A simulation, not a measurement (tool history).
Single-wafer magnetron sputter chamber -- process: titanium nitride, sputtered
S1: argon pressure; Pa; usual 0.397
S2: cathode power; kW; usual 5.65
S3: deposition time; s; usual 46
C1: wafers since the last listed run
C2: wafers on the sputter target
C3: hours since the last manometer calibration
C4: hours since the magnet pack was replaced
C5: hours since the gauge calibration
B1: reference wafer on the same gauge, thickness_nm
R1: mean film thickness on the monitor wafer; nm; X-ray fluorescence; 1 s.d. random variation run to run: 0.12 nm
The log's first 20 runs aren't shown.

Run 21, day 46.917: usual settings but S1 0.513 Pa, S2 4.4 kW; C1 911; C2 3191; C3 97; C4 1097.4; C5 466.7; B1 34.711. Result: R1 30.428 nm.
Run 22, day 48.092: usual settings but S1 0.33 Pa, S2 5 kW, S3 55 s; C1 447; C2 3638; C3 125.2; C4 1125.6; C5 494.9; B1 34.7. Result: R1 44.693 nm.
Run 23, day 50.725: usual settings; C1 1003; C2 4642; C3 188.4; C4 1188.8; C5 558.1; B1 34.711. Result: R1 41.034 nm.
Run 24, day 53.258: usual settings but S1 0.295 Pa, S2 5.15 kW, S3 42.7 s; C1 965; C2 5607; C3 249.2; C4 1249.6; C5 618.9; B1 34.683. Result: R1 36.124 nm.
Run 25, day 54.362: usual settings; C1 420; C2 6027; C3 275.7; C4 1276.1; C5 645.4; B1 34.72. Result: R1 40.932 nm.
Run 26, day 57.004: usual settings but S1 0.528 Pa, S2 6.8 kW, S3 55.1 s; C1 1006; C2 7034; C3 339.1; C4 1339.5; C5 708.8; B1 34.718. Result: R1 55.958 nm.
Run 27, day 59.338: usual settings but S3 37.1 s; C1 888; C2 7923; C3 395.1; C4 1395.5; C5 764.8; B1 34.668. Result: R1 32.99 nm.
At day 59.675: sputter target and shields replaced.
Run 28, day 61.8: usual settings; C1 811; C2 809; C3 454.2; C4 1454.6; C5 823.9; B1 34.749. Result: R1 42.017 nm.
Run 29, day 63.417: usual settings but S1 0.48 Pa, S2 4.8 kW, S3 38.9 s; C1 615; C2 1425; C3 493; C4 1493.4; C5 862.7; B1 34.704. Result: R1 29.17 nm.
Run 30, day 65.533: usual settings but S1 0.3 Pa, S2 4.75 kW; C1 806; C2 2231; C3 543.8; C4 1544.2; C5 913.5; B1 34.688. Result: R1 36.342 nm.
Run 31, day 67.442: usual settings but S3 51.9 s; C1 726; C2 2958; C3 589.6; C4 1590; C5 959.3; B1 34.691. Result: R1 46.722 nm.
Run 32, day 70.025: usual settings but S1 0.299 Pa, S3 52.7 s; C1 984; C2 3942; C3 651.6; C4 1652; C5 1021.3; B1 34.709. Result: R1 49.255 nm.
Run 33, day 71.354: usual settings but S1 0.476 Pa, S2 4.3 kW, S3 53 s; C1 506; C2 4449; C3 683.5; C4 1683.9; C5 1053.2; B1 34.693. Result: R1 35.107 nm.
Run 34, day 72.908: usual settings but S2 6.3 kW; C1 592; C2 5041; C3 720.8; C4 1721.2; C5 1090.5; B1 34.699. Result: R1 46.012 nm.

Predict each of these 5 candidate next runs independently; none follows another, all start after run 34:
Run A, day 72.925: usual settings but S3 39.7 s; C1 6; C2 5047; C3 721.2; C4 1721.6; C5 1090.9; B1 ?. Result: R1 ?.
Run B, day 72.925: usual settings but S2 4.65 kW; C1 6; C2 5047; C3 721.2; C4 1721.6; C5 1090.9; B1 ?. Result: R1 ?.
Run C, day 72.925: usual settings but S3 42.3 s; C1 6; C2 5047; C3 721.2; C4 1721.6; C5 1090.9; B1 ?. Result: R1 ?.
Run D, day 72.925: usual settings but S1 0.502 Pa, S2 4.4 kW, S3 40.7 s; C1 6; C2 5047; C3 721.2; C4 1721.6; C5 1090.9; B1 ?. Result: R1 ?.
Run E, day 72.925: usual settings but S1 0.305 Pa, S2 6.5 kW, S3 38.5 s; C1 6; C2 5047; C3 721.2; C4 1721.6; C5 1090.9; B1 ?. Result: R1 ?.

run      B1      R1
  A  34.677  35.731
  B  34.677  34.074
  C  34.677  38.071
  D  34.677  27.416
  E  34.677  41.295
With no hidden state in the tool, these same runs would have given:
run      R1
  A  36.472
  B   34.78
  C  38.861
  D   27.89
  E  42.281
